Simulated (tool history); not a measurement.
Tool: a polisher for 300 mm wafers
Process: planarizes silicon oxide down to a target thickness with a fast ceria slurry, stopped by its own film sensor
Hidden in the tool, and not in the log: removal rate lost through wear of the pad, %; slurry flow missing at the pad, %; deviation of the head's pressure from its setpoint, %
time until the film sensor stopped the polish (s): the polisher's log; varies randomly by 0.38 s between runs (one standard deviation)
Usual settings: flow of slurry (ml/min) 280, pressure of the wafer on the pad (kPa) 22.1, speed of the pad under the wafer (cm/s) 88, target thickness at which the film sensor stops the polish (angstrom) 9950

run,hour,flow of slurry (ml/min),pressure of the wafer on the pad (kPa),speed of the pad under the wafer (cm/s),target thickness at which the film sensor stops the polish (angstrom),wafers since the last listed run,wafers polished on this pad,hours since the slurry nozzle was cleaned,hours since the head pressure was calibrated,"incoming thickness of the incoming film, nm",time until the film sensor stopped the polish (s)
1,0.0,280,22.1,76,9950,0,1205,418.3,809.0,1607.2,46.4
# hour 38.2: worn pad replaced by a new one
2,38.7,280,22.1,88,9950,374,5,457.0,847.7,1582.2,35.6
3,69.4,280,22.1,88,9950,331,336,487.7,878.4,1583.3,37.2
4,112.3,280,27.6,88,8520,463,799,530.6,921.3,1599.6,40.1
5,134.3,280,27.6,88,8520,237,1037,552.6,943.3,1581.7,39.2
6,167.8,280,27.6,88,8520,361,1398,586.1,976.8,1605.2,41.6
# hour 182.5: worn pad replaced by a new one
7,199.8,280,22.1,88,9950,302,186,618.1,1008.8,1620.8,38.9
8,214.9,280,22.1,88,9950,163,349,633.2,1023.9,1580.5,36.6
9,246.3,230,22.1,108,9950,338,688,664.6,1055.3,1579.5,31.5
10,271.9,280,22.1,88,9950,276,965,690.2,1080.9,1573.2,38.3
11,300.1,280,22.1,88,9950,304,1269,718.4,1109.1,1597.8,40.4
# hour 312.8: worn pad replaced by a new one
12,326.4,280,22.1,88,9950,240,146,744.7,1135.4,1589.9,37.6
13,353.5,280,27.6,88,10570,292,439,771.8,1162.5,1566.0,27.0
14,377.5,330,24.1,88,11850,259,698,795.8,1186.5,1611.4,25.4
15,411.5,280,15.9,66,9950,367,1065,829.8,1220.5,1608.9,73.6
# hour 426.5: head pressure recalibrated
# hour 430.5: worn pad replaced by a new one
16,431.0,280,22.1,88,9950,145,4,849.3,4.5,1578.3,36.6
# hour 452.9: slurry nozzle cleaned
17,456.4,240,16.5,88,10830,263,268,3.5,29.9,1570.7,38.7
18,484.0,280,24.8,102,9950,297,566,31.1,57.5,1580.9,28.5
19,510.6,280,22.1,88,9950,287,853,57.7,84.1,1584.6,37.9
20,530.7,280,22.1,72,9950,216,1070,77.8,104.2,1566.7,44.4
# hour 542.9: worn pad replaced by a new one
21,551.7,280,22.1,88,9950,183,94,98.8,125.2,1608.4,36.2

Forecast run 22:
22,586.0,280,29.6,88,8070,370,465,133.1,159.5,1569.8,?

{"run 22": {"time until the film sensor stopped the polish (s)": 36.0}}
Had the tool carried no hidden state, the very same run would have given time until the film sensor stopped the polish (s) 34.9.
